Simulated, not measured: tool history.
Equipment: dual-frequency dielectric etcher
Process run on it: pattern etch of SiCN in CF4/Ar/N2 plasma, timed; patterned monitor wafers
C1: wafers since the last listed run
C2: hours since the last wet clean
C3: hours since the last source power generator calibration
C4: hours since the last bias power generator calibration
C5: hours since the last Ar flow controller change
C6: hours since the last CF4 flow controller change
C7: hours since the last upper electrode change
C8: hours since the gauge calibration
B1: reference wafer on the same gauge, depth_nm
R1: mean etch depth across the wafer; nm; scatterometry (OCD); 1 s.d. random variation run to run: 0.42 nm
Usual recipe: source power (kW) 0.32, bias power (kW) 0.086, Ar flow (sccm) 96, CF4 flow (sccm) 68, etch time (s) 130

{"run": 1, "hour": 0.0, "source power (kW)": 0.32, "bias power (kW)": 0.068, "Ar flow (sccm)": 77, "CF4 flow (sccm)": 68, "etch time (s)": 130, "C1": 0, "C2": 80.1, "C3": 1682.8, "C4": 270.8, "C5": 519.3, "C6": 4882.4, "C7": 118, "C8": 317.1, "B1": 90.3, "R1": 86.5}
{"hour": 156.2, "done": "source power generator calibrated"}
{"run": 2, "hour": 211.8, "source power (kW)": 0.32, "bias power (kW)": 0.086, "Ar flow (sccm)": 120, "CF4 flow (sccm)": 68, "etch time (s)": 106.5, "C1": 1914, "C2": 291.9, "C3": 55.6, "C4": 482.6, "C5": 731.1, "C6": 5094.2, "C7": 329.8, "C8": 528.9, "B1": 90.4, "R1": 72.8}
{"run": 3, "hour": 245.0, "source power (kW)": 0.32, "bias power (kW)": 0.086, "Ar flow (sccm)": 96, "CF4 flow (sccm)": 68, "etch time (s)": 130, "C1": 305, "C2": 325.1, "C3": 88.8, "C4": 515.8, "C5": 764.3, "C6": 5127.4, "C7": 363, "C8": 562.1, "B1": 90.3, "R1": 91.1}
{"run": 4, "hour": 280.0, "source power (kW)": 0.32, "bias power (kW)": 0.1, "Ar flow (sccm)": 104, "CF4 flow (sccm)": 68, "etch time (s)": 130, "C1": 322, "C2": 360.1, "C3": 123.8, "C4": 550.8, "C5": 799.3, "C6": 5162.4, "C7": 398, "C8": 597.1, "B1": 90.3, "R1": 94.3}
{"run": 5, "hour": 346.8, "source power (kW)": 0.26, "bias power (kW)": 0.086, "Ar flow (sccm)": 96, "CF4 flow (sccm)": 68, "etch time (s)": 130, "C1": 615, "C2": 426.9, "C3": 190.6, "C4": 617.6, "C5": 866.1, "C6": 5229.2, "C7": 464.8, "C8": 663.9, "B1": 90.3, "R1": 76.4}
{"hour": 379.4, "done": "CF4 flow controller replaced"}
{"run": 6, "hour": 390.5, "source power (kW)": 0.32, "bias power (kW)": 0.071, "Ar flow (sccm)": 96, "CF4 flow (sccm)": 68, "etch time (s)": 130, "C1": 347, "C2": 470.6, "C3": 234.3, "C4": 661.3, "C5": 909.8, "C6": 11.1, "C7": 508.5, "C8": 707.6, "B1": 90.4, "R1": 84.4}
{"hour": 437.5, "done": "wet clean of the chamber"}
{"run": 7, "hour": 443.0, "source power (kW)": 0.26, "bias power (kW)": 0.069, "Ar flow (sccm)": 118, "CF4 flow (sccm)": 68, "etch time (s)": 94, "C1": 262, "C2": 5.5, "C3": 286.8, "C4": 713.8, "C5": 962.3, "C6": 63.6, "C7": 561, "C8": 760.1, "B1": 90.4, "R1": 53.2}
{"run": 8, "hour": 467.4, "source power (kW)": 0.36, "bias power (kW)": 0.096, "Ar flow (sccm)": 96, "CF4 flow (sccm)": 68, "etch time (s)": 130, "C1": 224, "C2": 29.9, "C3": 311.2, "C4": 738.2, "C5": 986.7, "C6": 88, "C7": 585.4, "C8": 784.5, "B1": 90.2, "R1": 108.1}
{"run": 9, "hour": 494.3, "source power (kW)": 0.32, "bias power (kW)": 0.092, "Ar flow (sccm)": 96, "CF4 flow (sccm)": 68, "etch time (s)": 105, "C1": 247, "C2": 56.8, "C3": 338.1, "C4": 765.1, "C5": 1013.6, "C6": 114.9, "C7": 612.3, "C8": 811.4, "B1": 90.3, "R1": 78.5}
{"run": 10, "hour": 552.2, "source power (kW)": 0.32, "bias power (kW)": 0.086, "Ar flow (sccm)": 96, "CF4 flow (sccm)": 68, "etch time (s)": 130, "C1": 533, "C2": 114.7, "C3": 396, "C4": 823, "C5": 1071.5, "C6": 172.8, "C7": 670.2, "C8": 869.3, "B1": 90.3, "R1": 94.5}
{"run": 11, "hour": 619.2, "source power (kW)": 0.32, "bias power (kW)": 0.086, "Ar flow (sccm)": 96, "CF4 flow (sccm)": 63, "etch time (s)": 158, "C1": 617, "C2": 181.7, "C3": 463, "C4": 890, "C5": 1138.5, "C6": 239.8, "C7": 737.2, "C8": 936.3, "B1": 90.2, "R1": 112}
{"run": 12, "hour": 649.7, "source power (kW)": 0.32, "bias power (kW)": 0.094, "Ar flow (sccm)": 96, "CF4 flow (sccm)": 68, "etch time (s)": 130, "C1": 280, "C2": 212.2, "C3": 493.5, "C4": 920.5, "C5": 1169, "C6": 270.3, "C7": 767.7, "C8": 966.8, "B1": 90.3, "R1": 95.7}
{"run": 13, "hour": 686.4, "source power (kW)": 0.32, "bias power (kW)": 0.098, "Ar flow (sccm)": 96, "CF4 flow (sccm)": 68, "etch time (s)": 130, "C1": 338, "C2": 248.9, "C3": 530.2, "C4": 957.2, "C5": 1205.7, "C6": 307, "C7": 804.4, "C8": 1003.5, "B1": 90.3, "R1": 96.7}
{"run": 14, "hour": 753.2, "source power (kW)": 0.32, "bias power (kW)": 0.086, "Ar flow (sccm)": 96, "CF4 flow (sccm)": 54, "etch time (s)": 130, "C1": 615, "C2": 315.7, "C3": 597, "C4": 1024, "C5": 1272.5, "C6": 373.8, "C7": 871.2, "C8": 1070.3, "B1": 90.3, "R1": 88.4}
{"run": 15, "hour": 813.1, "source power (kW)": 0.39, "bias power (kW)": 0.086, "Ar flow (sccm)": 72, "CF4 flow (sccm)": 68, "etch time (s)": 108, "C1": 551, "C2": 375.6, "C3": 656.9, "C4": 1083.9, "C5": 1332.4, "C6": 433.7, "C7": 931.1, "C8": 1130.2, "B1": 90.4, "R1": 92.3}
{"run": 16, "hour": 866.8, "source power (kW)": 0.37, "bias power (kW)": 0.086, "Ar flow (sccm)": 96, "CF4 flow (sccm)": 68, "etch time (s)": 157, "C1": 494, "C2": 429.3, "C3": 710.6, "C4": 1137.6, "C5": 1386.1, "C6": 487.4, "C7": 984.8, "C8": 1183.9, "B1": 90.2, "R1": 123.4}
{"run": 17, "hour": 935.6, "source power (kW)": 0.36, "bias power (kW)": 0.067, "Ar flow (sccm)": 96, "CF4 flow (sccm)": 68, "etch time (s)": 130, "C1": 633, "C2": 498.1, "C3": 779.4, "C4": 1206.4, "C5": 1454.9, "C6": 556.2, "C7": 1053.6, "C8": 1252.7, "B1": 90.3, "R1": 92.3}
{"hour": 980.3, "done": "wet clean of the chamber"}
{"run": 18, "hour": 992.5, "source power (kW)": 0.32, "bias power (kW)": 0.086, "Ar flow (sccm)": 103, "CF4 flow (sccm)": 68, "etch time (s)": 106.5, "C1": 303, "C2": 12.2, "C3": 836.3, "C4": 1263.3, "C5": 1511.8, "C6": 613.1, "C7": 1110.5, "C8": 1309.6, "B1": 90.3, "R1": 76.4}
{"run": 19, "hour": 1032.2, "source power (kW)": 0.4, "bias power (kW)": 0.086, "Ar flow (sccm)": 75, "CF4 flow (sccm)": 57, "etch time (s)": 99.5, "C1": 365, "C2": 51.9, "C3": 876, "C4": 1303, "C5": 1551.5, "C6": 652.8, "C7": 1150.2, "C8": 1349.3, "B1": 90.3, "R1": 87.1}
{"run": 20, "hour": 1102.9, "source power (kW)": 0.32, "bias power (kW)": 0.086, "Ar flow (sccm)": 96, "CF4 flow (sccm)": 68, "etch time (s)": 130, "C1": 651, "C2": 122.6, "C3": 946.7, "C4": 1373.7, "C5": 1622.2, "C6": 723.5, "C7": 1220.9, "C8": 1420, "B1": 90.3, "R1": 93.1}
{"run": 21, "hour": 1151.7, "source power (kW)": 0.27, "bias power (kW)": 0.086, "Ar flow (sccm)": 96, "CF4 flow (sccm)": 68, "etch time (s)": 93.5, "C1": 449, "C2": 171.4, "C3": 995.5, "C4": 1422.5, "C5": 1671, "C6": 772.3, "C7": 1269.7, "C8": 1468.8, "B1": 90.3, "R1": 57.7}

Consider 4 possible next runs. They are alternatives, not a sequence: every one starts from the tool as it was left by run 21. What does each give?
{"run": "A", "hour": 1152.2, "source power (kW)": 0.32, "bias power (kW)": 0.086, "Ar flow (sccm)": 96, "CF4 flow (sccm)": 81, "etch time (s)": 130, "C1": 4, "C2": 171.9, "C3": 996, "C4": 1423, "C5": 1671.5, "C6": 772.8, "C7": 1270.2, "C8": 1469.3, "B1": "?", "R1": "?"}
{"run": "B", "hour": 1152.2, "source power (kW)": 0.32, "bias power (kW)": 0.078, "Ar flow (sccm)": 96, "CF4 flow (sccm)": 68, "etch time (s)": 130, "C1": 4, "C2": 171.9, "C3": 996, "C4": 1423, "C5": 1671.5, "C6": 772.8, "C7": 1270.2, "C8": 1469.3, "B1": "?", "R1": "?"}
{"run": "C", "hour": 1152.2, "source power (kW)": 0.28, "bias power (kW)": 0.106, "Ar flow (sccm)": 96, "CF4 flow (sccm)": 63, "etch time (s)": 168.5, "C1": 4, "C2": 171.9, "C3": 996, "C4": 1423, "C5": 1671.5, "C6": 772.8, "C7": 1270.2, "C8": 1469.3, "B1": "?", "R1": "?"}
{"run": "D", "hour": 1152.2, "source power (kW)": 0.25, "bias power (kW)": 0.086, "Ar flow (sccm)": 96, "CF4 flow (sccm)": 68, "etch time (s)": 130, "C1": 4, "C2": 171.9, "C3": 996, "C4": 1423, "C5": 1671.5, "C6": 772.8, "C7": 1270.2, "C8": 1469.3, "B1": "?", "R1": "?"}

run=A B1=90.3 R1=94.6
run=B B1=90.3 R1=89.7
run=C B1=90.3 R1=113.1
run=D B1=90.3 R1=75.4
With no hidden state in the tool, these same runs would have given:
run=A R1=97.4
run=B R1=92.3
run=C R1=116.4
run=D R1=77.7

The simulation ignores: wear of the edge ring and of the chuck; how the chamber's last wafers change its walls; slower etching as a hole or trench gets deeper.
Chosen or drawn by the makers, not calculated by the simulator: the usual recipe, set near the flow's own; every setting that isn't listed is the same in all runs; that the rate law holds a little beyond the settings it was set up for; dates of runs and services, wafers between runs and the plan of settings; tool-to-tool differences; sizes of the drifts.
